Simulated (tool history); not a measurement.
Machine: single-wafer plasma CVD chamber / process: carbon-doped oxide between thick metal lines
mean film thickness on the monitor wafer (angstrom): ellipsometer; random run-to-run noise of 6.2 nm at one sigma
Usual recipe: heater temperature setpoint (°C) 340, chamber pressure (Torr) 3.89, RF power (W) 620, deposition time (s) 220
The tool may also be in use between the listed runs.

| run | hour | heater temperature setpoint (°C) | chamber pressure (Torr) | RF power (W) | deposition time (s) | wafers since the last listed run | hours since the last thermocouple change | hours since the last RF generator calibration | hours since the last manometer calibration | hours since the showerhead was replaced | hours since the gauge calibration | read-back reference wafer on the same gauge, thickness_nm | mean film thickness on the monitor wafer (angstrom) |
|---|---|---|---|---|---|---|---|---|---|---|---|---|---|
| 1 | 0.0 | 340 | 3.89 | 620 | 220 | 0 | 250.8 | 152.4 | 1351.1 | 4018.4 | 407.1 | 1121.114 | 12633.57 |
| 2 | 45.9 | 340 | 3.89 | 620 | 220 | 350 | 296.7 | 198.3 | 1397.0 | 4064.3 | 453.0 | 1118.131 | 12576.41 |
| 3 | 95.0 | 340 | 3.89 | 620 | 220 | 374 | 345.8 | 247.4 | 1446.1 | 4113.4 | 502.1 | 1121.282 | 12643.99 |
| 4 | 148.9 | 340 | 4.52 | 620 | 220 | 411 | 399.7 | 301.3 | 1500.0 | 4167.3 | 556.0 | 1120.957 | 12941.02 |
| 5 | 218.4 | 340 | 4.52 | 620 | 220 | 530 | 469.2 | 370.8 | 1569.5 | 4236.8 | 625.5 | 1119.673 | 12849.76 |
| 6 | 274.8 | 340 | 4.52 | 620 | 220 | 430 | 525.6 | 427.2 | 1625.9 | 4293.2 | 681.9 | 1119.748 | 12932.12 |
| 7 | 340.3 | 340 | 3.89 | 620 | 220 | 500 | 591.1 | 492.7 | 1691.4 | 4358.7 | 747.4 | 1120.322 | 12658.42 |
| 8 | 397.5 | 340 | 3.14 | 620 | 220 | 436 | 648.3 | 549.9 | 1748.6 | 4415.9 | 804.6 | 1117.508 | 12450.05 |
| 9 | 448.7 | 340 | 3.14 | 620 | 220 | 391 | 699.5 | 601.1 | 1799.8 | 4467.1 | 855.8 | 1121.230 | 12424.97 |
| 10 | 519.5 | 340 | 3.14 | 620 | 220 | 540 | 770.3 | 671.9 | 1870.6 | 4537.9 | 926.6 | 1118.867 | 12480.26 |
| 11 | 629.5 | 340 | 3.89 | 620 | 220 | 840 | 880.3 | 781.9 | 1980.6 | 4647.9 | 1036.6 | 1120.317 | 12749.48 |
| 12 | 675.9 | 340 | 3.89 | 620 | 220 | 354 | 926.7 | 828.3 | 2027.0 | 4694.3 | 1083.0 | 1118.856 | 12771.11 |
|  | 721.0 | thermocouple changed; heater temperature recalibrated |
| 13 | 745.0 | 340 | 3.89 | 620 | 220 | 466 | 24.0 | 897.4 | 2096.1 | 4763.4 | 1152.1 | 1119.348 | 12552.92 |
|  | 766.2 | RF generator calibrated |
| 14 | 777.4 | 350 | 4.74 | 620 | 220 | 186 | 56.4 | 11.2 | 2128.5 | 4795.8 | 1184.5 | 1120.584 | 12615.84 |
|  | 817.4 | gauge calibrated |
| 15 | 849.4 | 340 | 3.89 | 620 | 220 | 549 | 128.4 | 83.2 | 2200.5 | 4867.8 | 32.0 | 1118.187 | 12634.96 |
|  | 863.3 | capacitance manometer re-zeroed and calibrated |
| 16 | 909.8 | 350 | 3.31 | 535 | 202 | 400 | 188.8 | 143.6 | 46.5 | 4928.2 | 92.4 | 1121.968 | 10292.58 |
| 17 | 956.4 | 340 | 3.89 | 620 | 220 | 355 | 235.4 | 190.2 | 93.1 | 4974.8 | 139.0 | 1117.586 | 12675.51 |
| 18 | 999.8 | 340 | 3.89 | 620 | 220 | 331 | 278.8 | 233.6 | 136.5 | 5018.2 | 182.4 | 1119.393 | 12590.69 |
|  | 1031.4 | showerhead replaced |
| 19 | 1070.6 | 353 | 3.43 | 540 | 246 | 479 | 349.6 | 304.4 | 207.3 | 39.2 | 253.2 | 1120.152 | 12396.60 |
| 20 | 1128.4 | 345 | 4.18 | 680 | 199 | 441 | 407.4 | 362.2 | 265.1 | 97.0 | 311.0 | 1121.756 | 12030.85 |
| 21 | 1157.4 | 340 | 3.89 | 665 | 220 | 221 | 436.4 | 391.2 | 294.1 | 126.0 | 340.0 | 1123.129 | 13260.27 |
| 22 | 1295.8 | 340 | 3.14 | 620 | 263 | 1056 | 574.8 | 529.6 | 432.5 | 264.4 | 478.4 | 1119.940 | 15060.56 |
| 23 | 1333.7 | 340 | 3.42 | 710 | 220 | 289 | 612.7 | 567.5 | 470.4 | 302.3 | 516.3 | 1117.837 | 13629.91 |
| 24 | 1379.2 | 340 | 3.89 | 620 | 220 | 347 | 658.2 | 613.0 | 515.9 | 347.8 | 561.8 | 1120.962 | 12663.36 |

The tool's hidden state at each run:
wafer temperature above the value expected at the setpoint (K): 0, the same for each run
delivered RF power above the setpoint (%): 0, the same for each run
true pressure above the setpoint (%): 0, the same for each run
gauge reads high (%): 0, the same for each run

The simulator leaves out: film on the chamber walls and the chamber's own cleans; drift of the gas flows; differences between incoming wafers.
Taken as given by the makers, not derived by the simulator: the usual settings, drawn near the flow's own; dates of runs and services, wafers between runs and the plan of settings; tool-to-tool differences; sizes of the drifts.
